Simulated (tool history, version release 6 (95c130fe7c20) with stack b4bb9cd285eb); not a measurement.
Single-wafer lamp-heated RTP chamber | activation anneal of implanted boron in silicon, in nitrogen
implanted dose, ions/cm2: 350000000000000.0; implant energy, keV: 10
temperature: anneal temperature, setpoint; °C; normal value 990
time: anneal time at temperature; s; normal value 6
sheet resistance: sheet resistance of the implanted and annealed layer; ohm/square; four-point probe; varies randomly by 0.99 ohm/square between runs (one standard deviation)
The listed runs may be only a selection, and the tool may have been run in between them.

run,day,temperature,time,wafers since the last listed run,wafers since the last pyrometer calibration,wafers since the reflector plate was cleaned,hours since the gauge calibration,"read-back reference wafer on the same gauge, sheet resistance",sheet resistance
1,0.000,990,4,0,6901,4895,335.8,272.84,305.46
# day 0.467: pyrometer window cleaned and pyrometer calibrated
2,5.425,990,4,1111,1082,6006,466.0,273.29,308.72
3,7.325,990,4,414,1496,6421,511.6,273.05,309.22
4,8.854,1013,6,333,1830,6755,548.3,273.02,300.23
5,11.346,1013,6,543,2374,7299,608.1,273.01,302.65
# day 14.554: reflector plate cleaned
6,18.667,990,6,1524,3899,897,783.8,273.00,305.53
7,21.062,971,6,522,4421,1420,841.3,273.14,316.69
8,23.417,1009,4,513,4935,1933,897.8,272.86,302.22
9,26.854,990,9,750,5685,2683,980.3,272.95,301.78
10,28.767,990,6,417,6103,3101,1026.2,273.11,304.06
# day 29.900: pyrometer window cleaned and pyrometer calibrated
11,32.271,1003,6,691,517,3793,1110.3,273.02,303.72
# day 33.992: gauge calibrated
12,35.233,990,6,646,1164,4439,29.8,273.00,308.55
13,38.717,973,9,760,1924,5200,113.4,273.03,319.91
14,42.354,981,3,793,2718,5993,200.7,272.95,314.70
15,45.183,990,5,617,3335,6611,268.6,273.11,308.56

5 options for the next run, each taken on its own from the tool as it stands now. Forecast them:
A,45.200,990,6,3,3339,6614,269.0,?,?
B,45.200,970,6,3,3339,6614,269.0,?,?
C,45.200,990,7,3,3339,6614,269.0,?,?
D,45.200,967,6,3,3339,6614,269.0,?,?
E,45.200,999,3,3,3339,6614,269.0,?,?

run,"read-back reference wafer on the same gauge, sheet resistance",sheet resistance
A,272.97,307.46
B,272.97,323.33
C,272.97,307.03
D,272.97,327.31
E,272.97,305.32
Take away the tool's hidden state, keep each run's random variation, and the runs would have read:
run,sheet resistance
A,309.13
B,327.72
C,308.65
D,332.34
E,306.46
